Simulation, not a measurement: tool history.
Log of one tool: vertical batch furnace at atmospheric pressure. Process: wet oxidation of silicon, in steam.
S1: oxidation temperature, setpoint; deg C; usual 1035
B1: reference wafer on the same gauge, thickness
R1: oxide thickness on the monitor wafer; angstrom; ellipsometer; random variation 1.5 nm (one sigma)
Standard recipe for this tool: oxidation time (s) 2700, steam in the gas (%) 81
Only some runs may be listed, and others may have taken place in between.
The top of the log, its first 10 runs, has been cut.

Run 11, hour 1535.9: usual settings but S1 1020 deg C; B1 353.45. Result: R1 3503.5 angstrom.
At hour 1630.4: thermocouples replaced and temperature profile calibrated.
Run 12, hour 1630.9: usual settings but S1 1020 deg C; B1 354.04. Result: R1 3500.9 angstrom.
Run 13, hour 1694.1: usual settings but S1 1020 deg C; B1 354.19. Result: R1 3478.7 angstrom.
Run 14, hour 1775.2: usual settings; B1 353.57. Result: R1 3824.3 angstrom.
Run 15, hour 1838.2: usual settings; B1 353.53. Result: R1 3804.4 angstrom.
Run 16, hour 1944.8: usual settings but oxidation time (s) 3030; B1 354.30. Result: R1 4131.0 angstrom.
Run 17, hour 2040.6: usual settings but S1 1021 deg C, steam in the gas (%) 85; B1 354.16. Result: R1 3607.6 angstrom.
Run 18, hour 2082.1: usual settings but S1 1024 deg C, oxidation time (s) 1890, steam in the gas (%) 76; B1 354.03. Result: R1 2732.4 angstrom.

For run 19, what comes out?
Run 19, hour 2222.8: usual settings but oxidation time (s) 2250; B1 ?. Result: R1 ?.

B1: 353.56
R1: 3378.6 angstrom
Minus the tool's unlogged condition, the same run would have read R1 3428.0 angstrom.
